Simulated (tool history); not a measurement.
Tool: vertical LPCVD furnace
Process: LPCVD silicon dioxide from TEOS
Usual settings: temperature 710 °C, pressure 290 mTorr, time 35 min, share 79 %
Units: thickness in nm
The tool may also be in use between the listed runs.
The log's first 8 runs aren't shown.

| run | hour | temperature | pressure | time | share | wafers since the last listed run | hours since the last temperature calibration | hours since the pressure gauge was zeroed | hours since the TEOS flow controller was replaced | hours since the gauge calibration | read-back reference wafer on the same gauge, thickness | thickness |
|---|---|---|---|---|---|---|---|---|---|---|---|---|
| 9 | 337.7 | 710 | 290 | 35 | 79 | 196 | 2489.4 | 218.1 | 3869.1 | 97.8 | 338.11 | 336.62 |
|  | 362.7 | thermocouples replaced and temperature profile calibrated |
| 10 | 369.3 | 702 | 355 | 23.5 | 67 | 60 | 6.6 | 249.7 | 3900.7 | 129.4 | 338.42 | 182.08 |
| 11 | 389 | 710 | 320 | 35 | 79 | 157 | 26.3 | 269.4 | 3920.4 | 149.1 | 337.48 | 337.75 |
| 12 | 421.2 | 700 | 255 | 38.5 | 64 | 257 | 58.5 | 301.6 | 3952.6 | 181.3 | 338.23 | 240.46 |
|  | 452.5 | TEOS flow controller replaced |
| 13 | 453 | 710 | 290 | 35 | 79 | 62 | 90.3 | 333.4 | 0.5 | 213.1 | 338.05 | 322.93 |
| 14 | 464.5 | 699 | 225 | 35 | 79 | 91 | 101.8 | 344.9 | 12 | 224.6 | 337.37 | 221.99 |
| 15 | 488.8 | 716 | 290 | 35 | 71 | 194 | 126.1 | 369.2 | 36.3 | 248.9 | 338.05 | 353.81 |
| 16 | 501.8 | 710 | 290 | 35 | 79 | 103 | 139.1 | 382.2 | 49.3 | 261.9 | 338.02 | 322.1 |
| 17 | 519.1 | 713 | 340 | 35 | 84 | 138 | 156.4 | 399.5 | 66.6 | 279.2 | 337.55 | 390.09 |
| 18 | 552.7 | 710 | 290 | 35 | 85 | 268 | 190 | 433.1 | 100.2 | 312.8 | 338.34 | 338.15 |
| 19 | 565 | 699 | 225 | 35 | 79 | 98 | 202.3 | 445.4 | 112.5 | 325.1 | 337.86 | 222.73 |
| 20 | 581.7 | 721 | 290 | 35 | 93 | 133 | 219 | 462.1 | 129.2 | 341.8 | 337.79 | 457.37 |
| 21 | 596.7 | 710 | 290 | 35 | 79 | 119 | 234 | 477.1 | 144.2 | 356.8 | 338.12 | 325.06 |
| 22 | 630.1 | 710 | 290 | 35 | 79 | 266 | 267.4 | 510.5 | 177.6 | 390.2 | 337.9 | 326.2 |
| 23 | 657.8 | 710 | 290 | 35 | 79 | 221 | 295.1 | 538.2 | 205.3 | 417.9 | 337.65 | 330.2 |

The next listed run, before its measurement:
| 24 | 677.2 | 710 | 325 | 24 | 79 | 155 | 314.5 | 557.6 | 224.7 | 437.3 | ? | ? |

{"run 24": {"read-back reference wafer on the same gauge, thickness": 338.04, "thickness": 236.47}}
Without the tool's hidden state the same run would have given thickness 231.35 nm.
